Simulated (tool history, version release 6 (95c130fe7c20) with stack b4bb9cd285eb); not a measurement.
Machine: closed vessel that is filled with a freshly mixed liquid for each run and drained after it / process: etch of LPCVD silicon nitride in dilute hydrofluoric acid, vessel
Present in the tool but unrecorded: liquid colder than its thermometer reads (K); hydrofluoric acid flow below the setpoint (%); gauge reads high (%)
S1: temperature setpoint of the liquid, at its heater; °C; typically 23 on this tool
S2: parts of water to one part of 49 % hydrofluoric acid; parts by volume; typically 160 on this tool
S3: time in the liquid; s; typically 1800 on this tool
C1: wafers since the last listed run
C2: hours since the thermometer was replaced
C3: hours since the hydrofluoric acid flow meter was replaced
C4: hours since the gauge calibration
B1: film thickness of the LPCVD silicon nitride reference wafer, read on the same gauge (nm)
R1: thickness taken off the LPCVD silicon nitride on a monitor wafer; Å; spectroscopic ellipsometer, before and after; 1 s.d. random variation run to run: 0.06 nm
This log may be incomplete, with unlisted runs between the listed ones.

run,hour,S1,S2,S3,C1,C2,C3,C4,B1,R1
1,0,20.5,160,2470,0,1357.5,1510.2,257,109.99,68.3
2,13.6,20.5,160,2470,505,1371.1,1523.8,270.6,110,68
3,33.2,23,160,1100,727,1390.7,1543.4,290.2,109.98,35.9
# hour 34.2: gauge calibrated
4,63.4,23,160,1100,1121,1420.9,1573.6,29.2,109.97,36.3
5,86.4,23,160,1155,854,1443.9,1596.6,52.2,109.99,38
6,107.2,23,160,1155,772,1464.7,1617.4,73,109.99,37.6
7,134.8,23,160,1800,1024,1492.3,1645,100.6,110.02,58.6
# hour 212.7: thermometer replaced
8,234.8,23,160,1800,3676,22.1,1745,200.6,110,56.8
9,262.1,23,160,1800,1013,49.4,1772.3,227.9,109.97,57.3
10,277.5,20.5,160,900,571,64.8,1787.7,243.3,109.99,24.8
11,296.4,23,160,1800,701,83.7,1806.6,262.2,110,57.6
12,326.6,26,85,835,1121,113.9,1836.8,292.4,110.01,60.5
# hour 330.9: gauge calibrated
13,346,23,160,1800,720,133.3,1856.2,15.1,110.01,57.4
14,361.5,26.5,100,2435,575,148.8,1871.7,30.6,110.01,152.3
# hour 366.9: hydrofluoric acid flow meter replaced
15,395.6,20,160,1800,1229,182.9,28.7,64.7,110,53.3
16,412.3,23,160,2660,620,199.6,45.4,81.4,110.02,96.5
17,440.7,23,215,1800,1054,228,73.8,109.8,110.02,48.6
18,475,19.5,230,2320,1273,262.3,108.1,144.1,109.99,46.6

Predict each of these 3 candidate next runs independently; none follows another, all start after run 18:
A,476.1,21,160,1800,40,263.4,109.2,145.2,?,?
B,476.1,20.5,240,2535,40,263.4,109.2,145.2,?,?
C,476.1,23,185,2680,40,263.4,109.2,145.2,?,?

run,B1,R1
A,110,56.5
B,110,51.9
C,110,83.2
The same runs, with their run-to-run variation unchanged, on a tool lacking any hidden condition would have given:
run,R1
A,57.2
B,52.6
C,84.2

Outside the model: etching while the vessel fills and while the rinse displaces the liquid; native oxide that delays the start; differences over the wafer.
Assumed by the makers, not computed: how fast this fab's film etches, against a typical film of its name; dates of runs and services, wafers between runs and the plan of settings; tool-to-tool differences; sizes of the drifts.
